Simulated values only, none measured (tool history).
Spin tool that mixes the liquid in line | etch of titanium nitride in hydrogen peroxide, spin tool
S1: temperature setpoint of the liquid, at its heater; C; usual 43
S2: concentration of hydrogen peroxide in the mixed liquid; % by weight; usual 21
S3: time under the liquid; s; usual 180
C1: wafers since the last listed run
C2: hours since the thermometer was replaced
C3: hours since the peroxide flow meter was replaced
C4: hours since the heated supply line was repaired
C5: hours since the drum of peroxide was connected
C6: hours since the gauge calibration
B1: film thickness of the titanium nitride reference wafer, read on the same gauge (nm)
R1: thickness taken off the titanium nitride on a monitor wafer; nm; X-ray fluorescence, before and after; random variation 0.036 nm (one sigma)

run	hour	S1	S2	S3	C1	C2	C3	C4	C5	C6	B1	R1
1	0	43	19.5	180	0	1239	1890.6	526.3	317.3	1312	40.014	2.931
# hour 44.7: peroxide flow meter replaced
2	67.1	43	17.5	180	536	1306.1	22.4	593.4	384.4	1379.1	40.03	2.84
3	135.9	36.5	17	285	557	1374.9	91.2	662.2	453.2	1447.9	40.005	2.729
# hour 153.8: new drum of peroxide connected
4	182.5	34.5	23.5	150	369	1421.5	137.8	708.8	28.7	1494.5	40.028	1.324
5	218.8	43	25	240	294	1457.8	174.1	745.1	65	1530.8	40.028	4.168
# hour 276.9: heated supply line repaired
6	277.2	43	24.5	255	465	1516.2	232.5	0.3	123.4	1589.2	40.033	4.284
7	334.7	46	15.5	100	466	1573.7	290	57.8	180.9	1646.7	40.007	1.947
8	404.3	43	21	180	564	1643.3	359.6	127.4	250.5	1716.3	40.012	3.006
9	469.6	43	21	180	529	1708.6	424.9	192.7	315.8	1781.6	39.981	2.962
10	523.2	43	21	180	434	1762.2	478.5	246.3	369.4	1835.2	40.018	2.969
11	588.2	34.5	21	285	527	1827.2	543.5	311.3	434.4	1900.2	40.024	2.414
12	622.4	43	16	180	277	1861.4	577.7	345.5	468.6	1934.4	40.021	2.83
13	656	43	21	180	272	1895	611.3	379.1	502.2	1968	40.01	3.045
# hour 673.1: thermometer replaced
# hour 690.6: gauge calibrated
# hour 723.4: new drum of peroxide connected
14	726.5	43	15.5	90	555	53.4	681.8	449.6	3.1	35.9	39.975	1.388
15	764	43	21	115	304	90.9	719.3	487.1	40.6	73.4	39.983	1.918
16	820.9	43	21	180	461	147.8	776.2	544	97.5	130.3	39.945	2.981
17	845.8	43	21	180	201	172.7	801.1	568.9	122.4	155.2	39.984	3.002
18	910.2	43	21	110	522	237.1	865.5	633.3	186.8	219.6	39.985	1.856
19	973.2	43	17.5	180	510	300.1	928.5	696.3	249.8	282.6	40.022	2.825
20	1041.9	33.5	15.5	85	557	368.8	997.2	765	318.5	351.3	39.999	0.621
# hour 1087.5: heated supply line repaired
21	1096.3	43	21	180	433	423.2	1051.6	8.8	372.9	405.7	40.001	2.963
22	1149.9	49	23	145	434	476.8	1105.2	62.4	426.5	459.3	40.003	3.79
23	1190.3	43	25.5	180	327	517.2	1145.6	102.8	466.9	499.7	39.945	3.109
# hour 1208.9: new drum of peroxide connected
24	1238.2	43	21	180	380	565.1	1193.5	150.7	29.3	547.6	39.984	2.988

5 ways to go on from here, each from the tool as it stands after run 24. What would each give?
A	1238.7	43	21	90	4	565.6	1194	151.2	29.8	548.1	?	?
B	1238.7	36.5	21	95	4	565.6	1194	151.2	29.8	548.1	?	?
C	1238.7	46.5	19	270	4	565.6	1194	151.2	29.8	548.1	?	?
D	1238.7	46.5	18	285	4	565.6	1194	151.2	29.8	548.1	?	?
E	1238.7	45.5	23	180	4	565.6	1194	151.2	29.8	548.1	?	?

run	B1	R1
A	40.004	1.513
B	40.004	0.968
C	40.004	5.769
D	40.004	6.02
E	40.004	3.721
Without the tool's hidden state the same runs would have given:
run	R1
A	1.513
B	0.968
C	5.769
D	6.02
E	3.721

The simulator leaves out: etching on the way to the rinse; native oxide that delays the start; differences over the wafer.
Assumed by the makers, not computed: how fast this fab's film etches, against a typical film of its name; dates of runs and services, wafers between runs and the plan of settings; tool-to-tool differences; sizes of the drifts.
